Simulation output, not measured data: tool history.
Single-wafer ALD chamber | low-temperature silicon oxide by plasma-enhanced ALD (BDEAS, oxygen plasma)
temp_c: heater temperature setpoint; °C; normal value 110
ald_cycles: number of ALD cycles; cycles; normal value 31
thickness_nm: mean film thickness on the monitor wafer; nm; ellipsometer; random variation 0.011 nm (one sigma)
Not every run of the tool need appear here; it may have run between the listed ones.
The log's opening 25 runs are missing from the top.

| run | hour | temp_c | ald_cycles | read-back reference wafer on the same gauge, thickness_nm | thickness_nm |
|---|---|---|---|---|---|
| 26 | 1312.2 | 122 | 27 | 4.026 | 3.527 |
| 27 | 1466.1 | 100 | 36 | 4.030 | 4.931 |
| 28 | 1493.1 | 97 | 36 | 4.030 | 4.975 |
| 29 | 1520.6 | 100 | 31 | 4.029 | 4.228 |
| 30 | 1586.3 | 110 | 31 | 4.034 | 4.160 |
| 31 | 1628.6 | 110 | 27 | 4.035 | 3.624 |
| 32 | 1696.9 | 110 | 31 | 4.032 | 4.144 |
|  | 1716.4 | thermocouple changed; heater temperature recalibrated |
| 33 | 1732.2 | 96 | 34 | 4.030 | 4.810 |
| 34 | 1777.0 | 110 | 31 | 4.033 | 4.228 |
| 35 | 1808.3 | 115 | 33 | 4.031 | 4.422 |
| 36 | 1884.2 | 103 | 28 | 4.033 | 3.863 |
| 37 | 1908.8 | 120 | 35 | 4.030 | 4.659 |
| 38 | 1949.0 | 104 | 29 | 4.029 | 3.983 |
| 39 | 2018.6 | 95 | 34 | 4.032 | 4.803 |
| 40 | 2048.9 | 116 | 33 | 4.031 | 4.436 |
| 41 | 2076.9 | 110 | 31 | 4.029 | 4.202 |
| 42 | 2146.5 | 102 | 29 | 4.029 | 4.000 |
| 43 | 2195.0 | 110 | 31 | 4.031 | 4.214 |
| 44 | 2257.2 | 101 | 33 | 4.028 | 4.569 |

Each row is a separate what-if for the run after 44, all from the same tool condition, not one after another. Results?
| A | 2257.7 | 110 | 33 | ? | ? |
| B | 2257.7 | 119 | 26 | ? | ? |
| C | 2257.7 | 120 | 33 | ? | ? |
| D | 2257.7 | 116 | 35 | ? | ? |
| E | 2257.7 | 120 | 31 | ? | ? |

| run | read-back reference wafer on the same gauge, thickness_nm | thickness_nm |
|---|---|---|
| A | 4.031 | 4.472 |
| B | 4.031 | 3.457 |
| C | 4.031 | 4.378 |
| D | 4.031 | 4.683 |
| E | 4.031 | 4.113 |
The same runs, with their run-to-run variation unchanged, on a tool lacking any hidden condition would have given:
| run | thickness_nm |
|---|---|
| A | 4.483 |
| B | 3.466 |
| C | 4.389 |
| D | 4.695 |
| E | 4.123 |

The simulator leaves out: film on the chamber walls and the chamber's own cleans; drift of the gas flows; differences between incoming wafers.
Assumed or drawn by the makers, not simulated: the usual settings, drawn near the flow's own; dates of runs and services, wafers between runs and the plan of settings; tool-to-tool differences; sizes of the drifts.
